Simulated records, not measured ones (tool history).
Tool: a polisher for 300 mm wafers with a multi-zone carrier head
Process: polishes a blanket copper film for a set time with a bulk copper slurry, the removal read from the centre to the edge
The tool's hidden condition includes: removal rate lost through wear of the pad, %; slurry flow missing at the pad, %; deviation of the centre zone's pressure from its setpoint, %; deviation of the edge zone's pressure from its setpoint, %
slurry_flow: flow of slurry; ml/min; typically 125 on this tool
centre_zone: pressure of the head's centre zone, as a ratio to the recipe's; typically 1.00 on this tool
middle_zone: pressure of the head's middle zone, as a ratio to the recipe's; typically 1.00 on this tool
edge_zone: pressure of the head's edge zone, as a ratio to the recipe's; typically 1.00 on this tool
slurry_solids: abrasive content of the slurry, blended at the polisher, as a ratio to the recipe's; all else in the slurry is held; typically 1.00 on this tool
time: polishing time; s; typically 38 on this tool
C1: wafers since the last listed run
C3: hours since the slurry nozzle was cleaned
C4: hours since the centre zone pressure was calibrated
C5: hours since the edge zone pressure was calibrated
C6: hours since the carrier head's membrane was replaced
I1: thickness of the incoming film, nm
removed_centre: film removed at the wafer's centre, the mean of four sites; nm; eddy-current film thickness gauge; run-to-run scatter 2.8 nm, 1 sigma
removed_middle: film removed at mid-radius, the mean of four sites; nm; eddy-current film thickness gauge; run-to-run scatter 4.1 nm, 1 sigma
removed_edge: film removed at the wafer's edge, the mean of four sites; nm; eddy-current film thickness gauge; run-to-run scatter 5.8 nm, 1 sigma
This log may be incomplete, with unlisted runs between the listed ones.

run 1 hour=0.0 | slurry_flow=125 centre_zone=1.00 middle_zone=1.00 edge_zone=1.00 slurry_solids=1.00 time=38 | C1=0 wafers_polished_on_this_pad=1100 C3=300.1 C4=585.7 C5=255.4 C6=1376.3 | I1=3685.7 | removed_centre=456.2 removed_middle=456.6 removed_edge=452.3
run 2 hour=26.9 | slurry_flow=125 centre_zone=1.00 middle_zone=1.00 edge_zone=1.00 slurry_solids=0.80 time=34 | C1=359 wafers_polished_on_this_pad=1460 C3=327.0 C4=612.6 C5=282.3 C6=1403.2 | I1=3668.9 | removed_centre=389.6 removed_middle=392.4 removed_edge=391.1
run 3 hour=59.9 | slurry_flow=125 centre_zone=1.00 middle_zone=1.00 edge_zone=1.00 slurry_solids=1.00 time=38 | C1=441 wafers_polished_on_this_pad=1901 C3=360.0 C4=645.6 C5=315.3 C6=1436.2 | I1=3641.2 | removed_centre=455.2 removed_middle=456.4 removed_edge=471.3
-- hour=74.4 carrier head's membrane replaced by a new one
-- hour=77.5 centre zone pressure recalibrated
run 4 hour=81.4 | slurry_flow=125 centre_zone=0.93 middle_zone=1.00 edge_zone=1.00 slurry_solids=1.00 time=43 | C1=193 wafers_polished_on_this_pad=2094 C3=381.5 C4=3.9 C5=336.8 C6=7.0 | I1=3663.6 | removed_centre=485.5 removed_middle=510.7 removed_edge=525.9
run 5 hour=101.7 | slurry_flow=125 centre_zone=1.00 middle_zone=1.00 edge_zone=0.95 slurry_solids=1.30 time=38 | C1=271 wafers_polished_on_this_pad=2366 C3=401.8 C4=24.2 C5=357.1 C6=27.3 | I1=3721.1 | removed_centre=478.0 removed_middle=481.6 removed_edge=460.7
run 6 hour=119.5 | slurry_flow=125 centre_zone=0.94 middle_zone=1.03 edge_zone=1.00 slurry_solids=1.00 time=38 | C1=237 wafers_polished_on_this_pad=2604 C3=419.6 C4=42.0 C5=374.9 C6=45.1 | I1=3680.1 | removed_centre=432.4 removed_middle=471.3 removed_edge=460.5
-- hour=152.5 worn pad replaced by a new one
run 7 hour=153.0 | slurry_flow=125 centre_zone=1.00 middle_zone=1.00 edge_zone=1.00 slurry_solids=0.85 time=38 | C1=394 wafers_polished_on_this_pad=6 C3=453.1 C4=75.5 C5=408.4 C6=78.6 | I1=3646.3 | removed_centre=439.2 removed_middle=441.1 removed_edge=437.0
run 8 hour=171.0 | slurry_flow=100 centre_zone=1.00 middle_zone=1.10 edge_zone=1.00 slurry_solids=1.30 time=38 | C1=240 wafers_polished_on_this_pad=247 C3=471.1 C4=93.5 C5=426.4 C6=96.6 | I1=3633.6 | removed_centre=454.1 removed_middle=482.6 removed_edge=473.2
run 9 hour=206.7 | slurry_flow=125 centre_zone=1.00 middle_zone=1.00 edge_zone=1.00 slurry_solids=1.00 time=38 | C1=477 wafers_polished_on_this_pad=724 C3=506.8 C4=129.2 C5=462.1 C6=132.3 | I1=3669.1 | removed_centre=456.9 removed_middle=450.5 removed_edge=458.9
run 10 hour=231.0 | slurry_flow=125 centre_zone=1.00 middle_zone=1.00 edge_zone=1.00 slurry_solids=1.00 time=38 | C1=324 wafers_polished_on_this_pad=1049 C3=531.1 C4=153.5 C5=486.4 C6=156.6 | I1=3651.5 | removed_centre=451.1 removed_middle=468.5 removed_edge=453.0
-- hour=242.4 edge zone pressure recalibrated
run 11 hour=248.1 | slurry_flow=125 centre_zone=1.00 middle_zone=1.00 edge_zone=1.00 slurry_solids=1.00 time=38 | C1=201 wafers_polished_on_this_pad=1251 C3=548.2 C4=170.6 C5=5.7 C6=173.7 | I1=3639.2 | removed_centre=451.9 removed_middle=460.3 removed_edge=456.7
-- hour=254.9 slurry nozzle cleaned
run 12 hour=353.3 | slurry_flow=125 centre_zone=1.00 middle_zone=1.00 edge_zone=1.00 slurry_solids=1.30 time=38 | C1=1392 wafers_polished_on_this_pad=2643 C3=98.4 C4=275.8 C5=110.9 C6=278.9 | I1=3729.0 | removed_centre=480.2 removed_middle=491.6 removed_edge=487.8
run 13 hour=384.0 | slurry_flow=125 centre_zone=1.00 middle_zone=0.92 edge_zone=1.00 slurry_solids=1.00 time=38 | C1=410 wafers_polished_on_this_pad=3054 C3=129.1 C4=306.5 C5=141.6 C6=309.6 | I1=3659.8 | removed_centre=458.3 removed_middle=436.6 removed_edge=452.1
run 14 hour=402.2 | slurry_flow=165 centre_zone=1.00 middle_zone=0.95 edge_zone=1.00 slurry_solids=1.00 time=38 | C1=243 wafers_polished_on_this_pad=3297 C3=147.3 C4=324.7 C5=159.8 C6=327.8 | I1=3737.8 | removed_centre=488.1 removed_middle=470.3 removed_edge=472.5
-- hour=420.7 worn pad replaced by a new one
run 15 hour=477.4 | slurry_flow=105 centre_zone=1.00 middle_zone=1.10 edge_zone=0.96 slurry_solids=1.00 time=27 | C1=951 wafers_polished_on_this_pad=757 C3=222.5 C4=399.9 C5=235.0 C6=403.0 | I1=3694.2 | removed_centre=312.5 removed_middle=341.0 removed_edge=313.0
run 16 hour=505.7 | slurry_flow=125 centre_zone=1.00 middle_zone=1.00 edge_zone=0.92 slurry_solids=1.00 time=38 | C1=378 wafers_polished_on_this_pad=1136 C3=250.8 C4=428.2 C5=263.3 C6=431.3 | I1=3738.3 | removed_centre=451.6 removed_middle=462.1 removed_edge=437.4
run 17 hour=538.4 | slurry_flow=125 centre_zone=1.00 middle_zone=1.00 edge_zone=0.92 slurry_solids=1.10 time=42 | C1=437 wafers_polished_on_this_pad=1573 C3=283.5 C4=460.9 C5=296.0 C6=464.0 | I1=3627.5 | removed_centre=512.1 removed_middle=512.2 removed_edge=496.1
run 18 hour=559.5 | slurry_flow=155 centre_zone=1.00 middle_zone=1.07 edge_zone=0.92 slurry_solids=1.00 time=38 | C1=282 wafers_polished_on_this_pad=1855 C3=304.6 C4=482.0 C5=317.1 C6=485.1 | I1=3703.6 | removed_centre=480.5 removed_middle=491.3 removed_edge=461.5
run 19 hour=591.0 | slurry_flow=85 centre_zone=1.00 middle_zone=0.95 edge_zone=1.10 slurry_solids=1.00 time=38 | C1=421 wafers_polished_on_this_pad=2276 C3=336.1 C4=513.5 C5=348.6 C6=516.6 | I1=3617.8 | removed_centre=418.2 removed_middle=410.3 removed_edge=449.1
run 20 hour=617.7 | slurry_flow=125 centre_zone=1.00 middle_zone=1.00 edge_zone=1.00 slurry_solids=1.00 time=38 | C1=356 wafers_polished_on_this_pad=2632 C3=362.8 C4=540.2 C5=375.3 C6=543.3 | I1=3685.5 | removed_centre=451.3 removed_middle=457.6 removed_edge=451.2
run 21 hour=642.6 | slurry_flow=125 centre_zone=1.00 middle_zone=1.00 edge_zone=1.11 slurry_solids=1.00 time=32 | C1=332 wafers_polished_on_this_pad=2965 C3=387.7 C4=565.1 C5=400.2 C6=568.2 | I1=3652.6 | removed_centre=387.9 removed_middle=384.0 removed_edge=405.1
-- hour=658.6 centre zone pressure recalibrated
-- hour=660.9 worn pad replaced by a new one
run 22 hour=663.1 | slurry_flow=125 centre_zone=1.00 middle_zone=1.00 edge_zone=0.93 slurry_solids=1.00 time=38 | C1=216 wafers_polished_on_this_pad=29 C3=408.2 C4=4.5 C5=420.7 C6=588.7 | I1=3737.2 | removed_centre=459.8 removed_middle=458.0 removed_edge=438.3

What differs in the tool's unlogged condition from the final listed run ahead of each entry between runs to the first listed run following it?
Runs 3 to 4: carrier head's membrane replaced by a new one (hour 74.4); centre zone pressure recalibrated (hour 77.5)
  no hidden state differs between the two runs
Runs 6 to 7: worn pad replaced by a new one (hour 152.5)
  no hidden state differs between the two runs
Runs 10 to 11: edge zone pressure recalibrated (hour 242.4)
  no hidden state differs between the two runs
Runs 11 to 12: slurry nozzle cleaned (hour 254.9)
  no hidden state differs between the two runs
Runs 14 to 15: worn pad replaced by a new one (hour 420.7)
  no hidden state differs between the two runs
Runs 21 to 22: centre zone pressure recalibrated (hour 658.6); worn pad replaced by a new one (hour 660.9)
  no hidden state differs between the two runs
